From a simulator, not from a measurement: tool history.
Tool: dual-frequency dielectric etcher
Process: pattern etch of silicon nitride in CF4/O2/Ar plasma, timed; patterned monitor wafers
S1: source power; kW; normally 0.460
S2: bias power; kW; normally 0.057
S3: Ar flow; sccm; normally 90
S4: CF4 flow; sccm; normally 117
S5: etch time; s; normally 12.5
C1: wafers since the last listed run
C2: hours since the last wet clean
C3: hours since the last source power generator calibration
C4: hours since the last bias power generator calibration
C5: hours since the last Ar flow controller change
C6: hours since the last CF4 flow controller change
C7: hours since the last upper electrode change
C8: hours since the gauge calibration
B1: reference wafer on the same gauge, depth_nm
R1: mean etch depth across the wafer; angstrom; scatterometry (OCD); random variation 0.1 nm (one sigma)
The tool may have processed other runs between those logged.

{"run": 1, "hour": 0.0, "S1": 0.46, "S2": 0.057, "S3": 90, "S4": 117, "S5": 12.5, "C1": 0, "C2": 32.2, "C3": 2027.5, "C4": 3097.3, "C5": 2179.2, "C6": 55.7, "C7": 2022.2, "C8": 42.1, "B1": 23.42, "R1": 233.3}
{"run": 2, "hour": 6.9, "S1": 0.36, "S2": 0.064, "S3": 90, "S4": 117, "S5": 11.0, "C1": 95, "C2": 39.1, "C3": 2034.4, "C4": 3104.2, "C5": 2186.1, "C6": 62.6, "C7": 2029.1, "C8": 49.0, "B1": 23.4, "R1": 168.4}
{"run": 3, "hour": 23.1, "S1": 0.46, "S2": 0.062, "S3": 104, "S4": 117, "S5": 16.0, "C1": 223, "C2": 55.3, "C3": 2050.6, "C4": 3120.4, "C5": 2202.3, "C6": 78.8, "C7": 2045.3, "C8": 65.2, "B1": 23.39, "R1": 310.0}
{"hour": 32.0, "done": "source power generator calibrated"}
{"run": 4, "hour": 32.9, "S1": 0.52, "S2": 0.057, "S3": 83, "S4": 117, "S5": 15.5, "C1": 80, "C2": 65.1, "C3": 0.9, "C4": 3130.2, "C5": 2212.1, "C6": 88.6, "C7": 2055.1, "C8": 75.0, "B1": 23.39, "R1": 334.1}
{"hour": 53.2, "done": "bias power generator calibrated"}
{"run": 5, "hour": 53.7, "S1": 0.37, "S2": 0.044, "S3": 90, "S4": 101, "S5": 10.5, "C1": 231, "C2": 85.9, "C3": 21.7, "C4": 0.5, "C5": 2232.9, "C6": 109.4, "C7": 2075.9, "C8": 95.8, "B1": 23.42, "R1": 133.3}
{"run": 6, "hour": 63.6, "S1": 0.46, "S2": 0.047, "S3": 90, "S4": 117, "S5": 12.5, "C1": 136, "C2": 95.8, "C3": 31.6, "C4": 10.4, "C5": 2242.8, "C6": 119.3, "C7": 2085.8, "C8": 105.7, "B1": 23.4, "R1": 214.0}
{"run": 7, "hour": 70.0, "S1": 0.39, "S2": 0.057, "S3": 90, "S4": 139, "S5": 12.5, "C1": 88, "C2": 102.2, "C3": 38.0, "C4": 16.8, "C5": 2249.2, "C6": 125.7, "C7": 2092.2, "C8": 112.1, "B1": 23.42, "R1": 199.8}
{"hour": 97.3, "done": "upper electrode replaced"}
{"run": 8, "hour": 97.8, "S1": 0.46, "S2": 0.057, "S3": 74, "S4": 117, "S5": 12.5, "C1": 52, "C2": 130.0, "C3": 65.8, "C4": 44.6, "C5": 2277.0, "C6": 153.5, "C7": 0.5, "C8": 139.9, "B1": 23.4, "R1": 237.4}
{"run": 9, "hour": 98.1, "S1": 0.46, "S2": 0.057, "S3": 90, "S4": 117, "S5": 12.5, "C1": 4, "C2": 130.3, "C3": 66.1, "C4": 44.9, "C5": 2277.3, "C6": 153.8, "C7": 0.8, "C8": 140.2, "B1": 23.39, "R1": 233.8}
{"run": 10, "hour": 103.7, "S1": 0.46, "S2": 0.046, "S3": 99, "S4": 129, "S5": 12.5, "C1": 77, "C2": 135.9, "C3": 71.7, "C4": 50.5, "C5": 2282.9, "C6": 159.4, "C7": 6.4, "C8": 145.8, "B1": 23.4, "R1": 212.7}
{"run": 11, "hour": 119.8, "S1": 0.58, "S2": 0.064, "S3": 109, "S4": 117, "S5": 14.0, "C1": 222, "C2": 152.0, "C3": 87.8, "C4": 66.6, "C5": 2299.0, "C6": 175.5, "C7": 22.5, "C8": 161.9, "B1": 23.4, "R1": 349.6}
{"run": 12, "hour": 132.1, "S1": 0.46, "S2": 0.057, "S3": 90, "S4": 117, "S5": 15.0, "C1": 169, "C2": 164.3, "C3": 100.1, "C4": 78.9, "C5": 2311.3, "C6": 187.8, "C7": 34.8, "C8": 174.2, "B1": 23.4, "R1": 281.7}
{"hour": 152.9, "done": "Ar flow controller replaced"}
{"run": 13, "hour": 184.2, "S1": 0.57, "S2": 0.065, "S3": 90, "S4": 132, "S5": 9.0, "C1": 636, "C2": 216.4, "C3": 152.2, "C4": 131.0, "C5": 31.3, "C6": 239.9, "C7": 86.9, "C8": 226.3, "B1": 23.4, "R1": 229.2}
{"run": 14, "hour": 198.8, "S1": 0.55, "S2": 0.066, "S3": 90, "S4": 106, "S5": 15.0, "C1": 201, "C2": 231.0, "C3": 166.8, "C4": 145.6, "C5": 45.9, "C6": 254.5, "C7": 101.5, "C8": 240.9, "B1": 23.41, "R1": 360.5}
{"run": 15, "hour": 205.6, "S1": 0.46, "S2": 0.057, "S3": 90, "S4": 132, "S5": 8.5, "C1": 93, "C2": 237.8, "C3": 173.6, "C4": 152.4, "C5": 52.7, "C6": 261.3, "C7": 108.3, "C8": 247.7, "B1": 23.38, "R1": 162.1}
{"run": 16, "hour": 220.9, "S1": 0.46, "S2": 0.049, "S3": 100, "S4": 117, "S5": 9.0, "C1": 211, "C2": 253.1, "C3": 188.9, "C4": 167.7, "C5": 68.0, "C6": 276.6, "C7": 123.6, "C8": 263.0, "B1": 23.4, "R1": 155.1}
{"run": 17, "hour": 234.7, "S1": 0.36, "S2": 0.057, "S3": 90, "S4": 117, "S5": 12.5, "C1": 190, "C2": 266.9, "C3": 202.7, "C4": 181.5, "C5": 81.8, "C6": 290.4, "C7": 137.4, "C8": 276.8, "B1": 23.38, "R1": 180.3}
{"run": 18, "hour": 247.6, "S1": 0.46, "S2": 0.062, "S3": 90, "S4": 117, "S5": 12.5, "C1": 178, "C2": 279.8, "C3": 215.6, "C4": 194.4, "C5": 94.7, "C6": 303.3, "C7": 150.3, "C8": 289.7, "B1": 23.39, "R1": 245.2}
{"run": 19, "hour": 262.9, "S1": 0.46, "S2": 0.057, "S3": 80, "S4": 117, "S5": 12.5, "C1": 211, "C2": 295.1, "C3": 230.9, "C4": 209.7, "C5": 110.0, "C6": 318.6, "C7": 165.6, "C8": 305.0, "B1": 23.4, "R1": 236.6}
{"run": 20, "hour": 273.2, "S1": 0.46, "S2": 0.057, "S3": 90, "S4": 117, "S5": 12.5, "C1": 142, "C2": 305.4, "C3": 241.2, "C4": 220.0, "C5": 120.3, "C6": 328.9, "C7": 175.9, "C8": 315.3, "B1": 23.39, "R1": 234.3}

5 options for the next run, each taken on its own from the tool as it stands now. Forecast them:
{"run": "A", "hour": 273.6, "S1": 0.46, "S2": 0.057, "S3": 90, "S4": 117, "S5": 12.5, "C1": 5, "C2": 305.8, "C3": 241.6, "C4": 220.4, "C5": 120.7, "C6": 329.3, "C7": 176.3, "C8": 315.7, "B1": "?", "R1": "?"}
{"run": "B", "hour": 273.6, "S1": 0.58, "S2": 0.047, "S3": 90, "S4": 117, "S5": 12.5, "C1": 5, "C2": 305.8, "C3": 241.6, "C4": 220.4, "C5": 120.7, "C6": 329.3, "C7": 176.3, "C8": 315.7, "B1": "?", "R1": "?"}
{"run": "C", "hour": 273.6, "S1": 0.46, "S2": 0.057, "S3": 90, "S4": 117, "S5": 11.0, "C1": 5, "C2": 305.8, "C3": 241.6, "C4": 220.4, "C5": 120.7, "C6": 329.3, "C7": 176.3, "C8": 315.7, "B1": "?", "R1": "?"}
{"run": "D", "hour": 273.6, "S1": 0.51, "S2": 0.07, "S3": 90, "S4": 117, "S5": 13.5, "C1": 5, "C2": 305.8, "C3": 241.6, "C4": 220.4, "C5": 120.7, "C6": 329.3, "C7": 176.3, "C8": 315.7, "B1": "?", "R1": "?"}
{"run": "E", "hour": 273.6, "S1": 0.51, "S2": 0.048, "S3": 90, "S4": 141, "S5": 16.0, "C1": 5, "C2": 305.8, "C3": 241.6, "C4": 220.4, "C5": 120.7, "C6": 329.3, "C7": 176.3, "C8": 315.7, "B1": "?", "R1": "?"}

run=A B1=23.40 R1=234.4
run=B B1=23.40 R1=270.8
run=C B1=23.40 R1=206.3
run=D B1=23.40 R1=311.8
run=E B1=23.40 R1=314.0
Without the tool's unlogged condition, the same runs would have read:
run=A R1=234.4
run=B R1=270.8
run=C R1=206.3
run=D R1=311.8
run=E R1=314.0
